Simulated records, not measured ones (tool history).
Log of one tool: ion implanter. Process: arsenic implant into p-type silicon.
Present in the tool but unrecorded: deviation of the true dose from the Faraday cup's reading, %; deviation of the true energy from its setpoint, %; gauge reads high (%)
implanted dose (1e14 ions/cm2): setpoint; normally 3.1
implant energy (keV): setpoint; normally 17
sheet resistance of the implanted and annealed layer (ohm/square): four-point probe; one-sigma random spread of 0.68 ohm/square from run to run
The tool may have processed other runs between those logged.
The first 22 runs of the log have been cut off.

run     day  implanted dose (1e14 ions/cm2)  implant energy (keV)  wafers since the last listed run  hours since the last dose calibration  hours since the extraction supply was calibrated  hours since the gauge calibration  read-back reference wafer on the same gauge, sheet resistance  sheet resistance of the implanted and annealed layer (ohm/square)
 23   20.15                            2.78                    20                               465                                   68.2                                             235.8                              462.2                                                         323.25                                                             328.93
 24  21.204                            2.66                    20                               471                                   93.5                                             261.1                              487.5                                                         323.35                                                                341
 25   22.35                             3.1                    17                               512                                    121                                             288.6                                515                                                          322.9                                                             308.59
     22.512  -- gauge calibrated
 26  23.446                             3.1                    17                               489                                  147.3                                             314.9                               22.4                                                         323.21                                                             308.19
 27  24.183                             3.1                    17                               329                                    165                                             332.6                               40.1                                                         323.12                                                             308.55
 28  25.421                             3.1                    17                               553                                  194.7                                             362.3                               69.8                                                         322.84                                                             308.65
 29  26.129                            2.82                  21.5                               316                                  211.7                                             379.3                               86.8                                                         322.78                                                             322.43
 30  26.804                            3.83                    19                               301                                  227.9                                             395.5                                103                                                          323.1                                                             259.01
 31    27.4                            3.43                    23                               266                                  242.2                                             409.8                              117.3                                                         323.18                                                             275.54
 32  28.608                            2.56                    17                               540                                  271.2                                             438.8                              146.3                                                         323.08                                                             356.49
 33    29.8                            3.72                  13.5                               532                                  299.8                                             467.4                              174.9                                                          323.2                                                             272.82

Below are 3 alternative next runs, each starting from the tool's condition after run 33. Predict each:
  A  29.817                             3.1                  12.5                                 7                                  300.2                                             467.8                              175.3                                                              ?                                                                  ?
  B  29.817                            2.69                  13.5                                 7                                  300.2                                             467.8                              175.3                                                              ?                                                                  ?
  C  29.817                            2.47                    21                                 7                                  300.2                                             467.8                              175.3                                                              ?                                                                  ?

run  read-back reference wafer on the same gauge, sheet resistance  sheet resistance of the implanted and annealed layer (ohm/square)
  A                                                         322.63                                                             318.21
  B                                                         322.63                                                             352.93
  C                                                         322.63                                                             359.18
What these runs would have given with no unlogged condition in the tool:
run  sheet resistance of the implanted and annealed layer (ohm/square)
  A                                                             316.19
  B                                                              350.7
  C                                                             356.96

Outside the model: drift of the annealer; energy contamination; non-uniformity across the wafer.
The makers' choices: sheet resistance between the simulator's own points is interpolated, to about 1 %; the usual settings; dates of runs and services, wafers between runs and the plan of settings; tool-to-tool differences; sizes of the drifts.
